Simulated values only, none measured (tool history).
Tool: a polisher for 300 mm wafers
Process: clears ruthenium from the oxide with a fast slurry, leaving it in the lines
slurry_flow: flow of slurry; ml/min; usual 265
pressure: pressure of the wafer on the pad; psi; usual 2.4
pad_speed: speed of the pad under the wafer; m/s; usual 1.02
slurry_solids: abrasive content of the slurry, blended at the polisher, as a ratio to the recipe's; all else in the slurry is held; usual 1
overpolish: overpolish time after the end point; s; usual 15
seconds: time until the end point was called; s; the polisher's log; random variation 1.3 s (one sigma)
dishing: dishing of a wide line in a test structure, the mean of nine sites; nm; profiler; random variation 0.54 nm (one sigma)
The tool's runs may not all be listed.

run	hour	slurry_flow	pressure	pad_speed	slurry_solids	overpolish	wafers since the last listed run	wafers polished on this pad	hours since the slurry nozzle was cleaned	hours since the head pressure was calibrated	hours since the slurry blender was calibrated	incoming thickness of the incoming film, nm	seconds	dishing
1	0	265	2.4	1.02	1	15	0	642	625	640.6	276.5	322.4	115.8	30.6
2	17.2	265	2.4	1.02	0.85	15	106	749	642.2	657.8	293.7	318.6	129	29.2
3	43.7	265	2.4	1.02	0.85	15	164	913	668.7	684.3	320.2	318.5	129.9	28.3
# hour 48.5: slurry blender recalibrated
4	77.2	265	2.4	1.02	1	15	195	1108	702.2	717.8	28.7	322.6	118.1	30.5
# hour 85.1: worn pad replaced by a new one
5	105.7	265	2.4	1.02	1	15	151	127	730.7	746.3	57.2	318.5	107.5	32.1
6	132.9	265	2.4	1.02	1	15	168	296	757.9	773.5	84.4	316.2	110.6	32.6
# hour 138: slurry nozzle cleaned
7	149.2	265	2.4	1.02	1	15	94	391	11.2	789.8	100.7	319.3	112.5	31.5
8	185.1	265	2.4	1.02	1	15	222	613	47.1	825.7	136.6	318.1	115.7	30.8
9	211.1	265	2.4	1.02	1	15	161	775	73.1	851.7	162.6	312.7	113.2	30.7
10	242.9	265	2.4	1.02	0.85	15	197	972	104.9	883.5	194.4	317	126.7	28.4
11	257.1	265	2	1.02	0.75	15	88	1060	119.1	897.7	208.6	318.2	163.8	21.9
# hour 271: worn pad replaced by a new one
12	281.5	265	3	0.68	1	15	126	65	143.5	922.1	233	318.2	129.9	28.2
13	313.3	265	2.8	1.02	1	21	197	262	175.3	953.9	264.8	322.1	96.2	49.7
14	335.1	265	2.4	1.02	1.2	15	135	397	197.1	975.7	286.6	320.1	105.1	35
# hour 347.1: head pressure recalibrated
15	360.7	265	2.4	0.76	1	15	146	543	222.7	13.6	312.2	318.3	142.5	25.2
# hour 366.2: slurry blender recalibrated
16	385.3	265	2.4	0.74	1	15	140	684	247.3	38.2	19.1	325.5	152.6	24.3

Forecast run 17:
17	398.2	220	2.4	0.92	1	11	79	764	260.2	51.1	32	319.4	?	?

Run 17 gave seconds 124.5 s, dishing 21.7 nm.
Without the tool's hidden state the same run would have given seconds 109 s, dishing 24.6 nm.
